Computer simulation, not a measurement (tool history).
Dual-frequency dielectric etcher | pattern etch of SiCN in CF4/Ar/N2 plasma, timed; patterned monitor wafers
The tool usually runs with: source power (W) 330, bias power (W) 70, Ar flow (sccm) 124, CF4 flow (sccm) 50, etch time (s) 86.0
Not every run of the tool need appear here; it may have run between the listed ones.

run,hour,source power (W),bias power (W),Ar flow (sccm),CF4 flow (sccm),etch time (s),wafers since the last listed run,hours since the last wet clean,hours since the last source power generator calibration,hours since the last bias power generator calibration,hours since the last Ar flow controller change,hours since the last CF4 flow controller change,hours since the last upper electrode change,hours since the gauge calibration,"read-back reference wafer on the same gauge, depth_nm",mean etch depth across the wafer (nm)
1,0.0,330,70,124,50,103.5,0,274.3,2419.8,1260.0,4899.1,1569.4,3521.2,81.3,56.4,70.4
2,32.1,330,70,124,50,103.5,285,306.4,2451.9,1292.1,4931.2,1601.5,3553.3,113.4,56.4,70.5
3,59.4,330,70,124,50,103.5,242,333.7,2479.2,1319.4,4958.5,1628.8,3580.6,140.7,56.4,70.6
4,96.9,330,70,124,50,86.0,332,371.2,2516.7,1356.9,4996.0,1666.3,3618.1,178.2,56.4,58.8
5,129.4,330,70,124,50,86.0,288,403.7,2549.2,1389.4,5028.5,1698.8,3650.6,210.7,56.4,58.9
6,184.6,300,70,124,50,86.0,490,458.9,2604.4,1444.6,5083.7,1754.0,3705.8,265.9,56.4,54.1
# hour 290.6: source power generator calibrated
# hour 321.5: wet clean of the chamber
# hour 363.7: bias power generator calibrated
7,375.5,300,70,124,50,86.0,1410,54.0,84.9,11.8,5274.6,1944.9,3896.7,456.8,56.3,51.4
8,422.4,330,70,124,50,61.5,416,100.9,131.8,58.7,5321.5,1991.8,3943.6,503.7,56.5,40.2
# hour 451.7: CF4 flow controller replaced
9,459.8,370,87,107,40,86.0,278,138.3,169.2,96.1,5358.9,8.1,3981.0,541.1,56.4,67.6
# hour 497.2: gauge calibrated
# hour 502.1: Ar flow controller replaced
# hour 529.1: upper electrode replaced
10,529.6,330,70,133,50,66.5,353,208.1,239.0,165.9,27.5,77.9,0.5,32.4,56.4,43.0
11,550.3,330,64,152,55,86.0,183,228.8,259.7,186.6,48.2,98.6,21.2,53.1,56.5,52.9
12,579.7,330,70,124,50,86.0,261,258.2,289.1,216.0,77.6,128.0,50.6,82.5,56.4,56.6
13,604.1,330,85,124,60,86.0,216,282.6,313.5,240.4,102.0,152.4,75.0,106.9,56.4,62.1
14,636.7,330,70,124,50,86.0,289,315.2,346.1,273.0,134.6,185.0,107.6,139.5,56.4,56.7
15,670.5,330,70,124,38,111.0,300,349.0,379.9,306.8,168.4,218.8,141.4,173.3,56.5,70.2

Predict each of these 4 candidate next runs independently; none follows another, all start after run 15:
A,670.9,400,70,124,50,86.0,3,349.4,380.3,307.2,168.8,219.2,141.8,173.7,?,?
B,670.9,330,77,124,40,86.0,3,349.4,380.3,307.2,168.8,219.2,141.8,173.7,?,?
C,670.9,330,63,94,60,86.0,3,349.4,380.3,307.2,168.8,219.2,141.8,173.7,?,?
D,670.9,330,70,124,50,111.0,3,349.4,380.3,307.2,168.8,219.2,141.8,173.7,?,?

run,"read-back reference wafer on the same gauge, depth_nm",mean etch depth across the wafer (nm)
A,56.4,67.9
B,56.4,56.7
C,56.4,60.8
D,56.4,73.2
Without the tool's unlogged condition, the same runs would have read:
run,mean etch depth across the wafer (nm)
A,66.9
B,55.9
C,59.9
D,72.2
